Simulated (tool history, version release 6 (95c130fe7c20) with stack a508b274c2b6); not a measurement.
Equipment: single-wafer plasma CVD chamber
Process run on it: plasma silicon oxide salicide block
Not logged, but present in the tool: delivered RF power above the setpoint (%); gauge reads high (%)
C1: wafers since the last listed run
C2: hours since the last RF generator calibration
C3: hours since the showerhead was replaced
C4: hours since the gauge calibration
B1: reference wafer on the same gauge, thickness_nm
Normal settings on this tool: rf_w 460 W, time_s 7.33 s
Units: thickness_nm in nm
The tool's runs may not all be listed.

Run 1, hour 0: usual settings but rf_w 480 W, time_s 7.03 s; C1 0; C2 84.1; C3 3152.5; C4 984.4; B1 73.599. Result: thickness_nm 62.083 nm.
Run 2, hour 70.7: usual settings but rf_w 480 W, time_s 7.03 s; C1 2953; C2 154.8; C3 3223.2; C4 1055.1; B1 73.618. Result: thickness_nm 61.891 nm.
Run 3, hour 137.8: usual settings; C1 2803; C2 221.9; C3 3290.3; C4 1122.2; B1 73.662. Result: thickness_nm 63.113 nm.
Run 4, hour 205.2: usual settings; C1 2816; C2 289.3; C3 3357.7; C4 1189.6; B1 73.597. Result: thickness_nm 64.019 nm.
Run 5, hour 255.4: usual settings; C1 2097; C2 339.5; C3 3407.9; C4 1239.8; B1 73.563. Result: thickness_nm 64.055 nm.
Run 6, hour 299.2: usual settings but rf_w 515 W; C1 1829; C2 383.3; C3 3451.7; C4 1283.6; B1 73.52. Result: thickness_nm 66.149 nm.
Run 7, hour 340.6: usual settings but rf_w 515 W; C1 1729; C2 424.7; C3 3493.1; C4 1325; B1 73.532. Result: thickness_nm 65.685 nm.
Run 8, hour 410.4: usual settings; C1 2916; C2 494.5; C3 3562.9; C4 1394.8; B1 73.594. Result: thickness_nm 63.279 nm.
Run 9, hour 436.1: usual settings but rf_w 480 W, time_s 7.72 s; C1 1073; C2 520.2; C3 3588.6; C4 1420.5; B1 73.593. Result: thickness_nm 67.127 nm.
Run 10, hour 461: usual settings; C1 1040; C2 545.1; C3 3613.5; C4 1445.4; B1 73.595. Result: thickness_nm 63.146 nm.
Run 11, hour 504.3: usual settings; C1 1809; C2 588.4; C3 3656.8; C4 1488.7; B1 73.644. Result: thickness_nm 63.538 nm.
Run 12, hour 574.2: usual settings; C1 2920; C2 658.3; C3 3726.7; C4 1558.6; B1 73.689. Result: thickness_nm 63.478 nm.
Run 13, hour 621.4: usual settings; C1 1972; C2 705.5; C3 3773.9; C4 1605.8; B1 73.789. Result: thickness_nm 63.353 nm.
At hour 657.5: gauge calibrated.
Run 14, hour 671.5: usual settings; C1 2093; C2 755.6; C3 3824; C4 14; B1 73.689. Result: thickness_nm 63.151 nm.
Run 15, hour 734.4: usual settings; C1 2628; C2 818.5; C3 3886.9; C4 76.9; B1 73.506. Result: thickness_nm 63.171 nm.
Run 16, hour 798.9: usual settings; C1 2694; C2 883; C3 3951.4; C4 141.4; B1 73.54. Result: thickness_nm 62.963 nm.
Run 17, hour 849: usual settings but rf_w 530 W, time_s 8.29 s; C1 2093; C2 933.1; C3 4001.5; C4 191.5; B1 73.581. Result: thickness_nm 73.614 nm.
Run 18, hour 889.1: usual settings but time_s 6.88 s; C1 1675; C2 973.2; C3 4041.6; C4 231.6; B1 73.673. Result: thickness_nm 59.287 nm.
At hour 956.8: RF generator calibrated.
Run 19, hour 1004.9: usual settings but time_s 6.88 s; C1 4503; C2 48.1; C3 4157.4; C4 347.4; B1 73.539. Result: thickness_nm 59.729 nm.
Run 20, hour 1069.9: usual settings; C1 2715; C2 113.1; C3 4222.4; C4 412.4; B1 73.638. Result: thickness_nm 64.137 nm.
At hour 1105.1: showerhead replaced.
Run 21, hour 1138.1: usual settings but time_s 6.63 s; C1 2515; C2 181.3; C3 33; C4 480.6; B1 73.594. Result: thickness_nm 58.403 nm.
Run 22, hour 1181.1: usual settings but time_s 5.96 s; C1 1796; C2 224.3; C3 76; C4 523.6; B1 73.568. Result: thickness_nm 52.051 nm.
Run 23, hour 1247.7: usual settings; C1 2782; C2 290.9; C3 142.6; C4 590.2; B1 73.569. Result: thickness_nm 63.689 nm.
Run 24, hour 1310.2: usual settings; C1 2611; C2 353.4; C3 205.1; C4 652.7; B1 73.478. Result: thickness_nm 64.367 nm.
Run 25, hour 1352.7: usual settings but rf_w 430 W, time_s 6.35 s; C1 1775; C2 395.9; C3 247.6; C4 695.2; B1 73.667. Result: thickness_nm 54.458 nm.
Run 26, hour 1390.1: usual settings but rf_w 430 W, time_s 6.85 s; C1 1562; C2 433.3; C3 285; C4 732.6; B1 73.614. Result: thickness_nm 58.601 nm.
Run 27, hour 1423.9: usual settings but time_s 8.71 s; C1 1412; C2 467.1; C3 318.8; C4 766.4; B1 73.646. Result: thickness_nm 75.734 nm.
Run 28, hour 1489.9: usual settings but rf_w 385 W, time_s 8.07 s; C1 2757; C2 533.1; C3 384.8; C4 832.4; B1 73.622. Result: thickness_nm 67.621 nm.
Run 29, hour 1549.7: usual settings but time_s 6.28 s; C1 2498; C2 592.9; C3 444.6; C4 892.2; B1 73.531. Result: thickness_nm 54.843 nm.
Run 30, hour 1582.5: usual settings; C1 1370; C2 625.7; C3 477.4; C4 925; B1 73.672. Result: thickness_nm 63.803 nm.
Run 31, hour 1649.9: usual settings but rf_w 425 W, time_s 6.51 s; C1 2816; C2 693.1; C3 544.8; C4 992.4; B1 73.542. Result: thickness_nm 55.5 nm.
Run 32, hour 1716.1: usual settings but rf_w 405 W, time_s 8.59 s; C1 2765; C2 759.3; C3 611; C4 1058.6; B1 73.645. Result: thickness_nm 72.126 nm.
Run 33, hour 1772.5: usual settings; C1 2356; C2 815.7; C3 667.4; C4 1115; B1 73.579. Result: thickness_nm 63.69 nm.
Run 34, hour 1816.5: usual settings but time_s 8.47 s; C1 1838; C2 859.7; C3 711.4; C4 1159; B1 73.636. Result: thickness_nm 72.969 nm.
Run 35, hour 1852.7: usual settings but rf_w 495 W; C1 1512; C2 895.9; C3 747.6; C4 1195.2; B1 73.482. Result: thickness_nm 64.575 nm.
Run 36, hour 1913.8: usual settings but rf_w 390 W, time_s 8.47 s; C1 2552; C2 957; C3 808.7; C4 1256.3; B1 73.671. Result: thickness_nm 69.836 nm.

Forecast run 37:
Run 37, hour 1942.4: usual settings but time_s 8.37 s; C1 1194; C2 985.6; C3 837.3; C4 1284.9; B1 ?. Result: thickness_nm ?.

For run 37 the tool returned B1 73.596, thickness_nm 72.613 nm.
Minus the tool's unlogged condition, the same run would have read thickness_nm 73.756 nm.
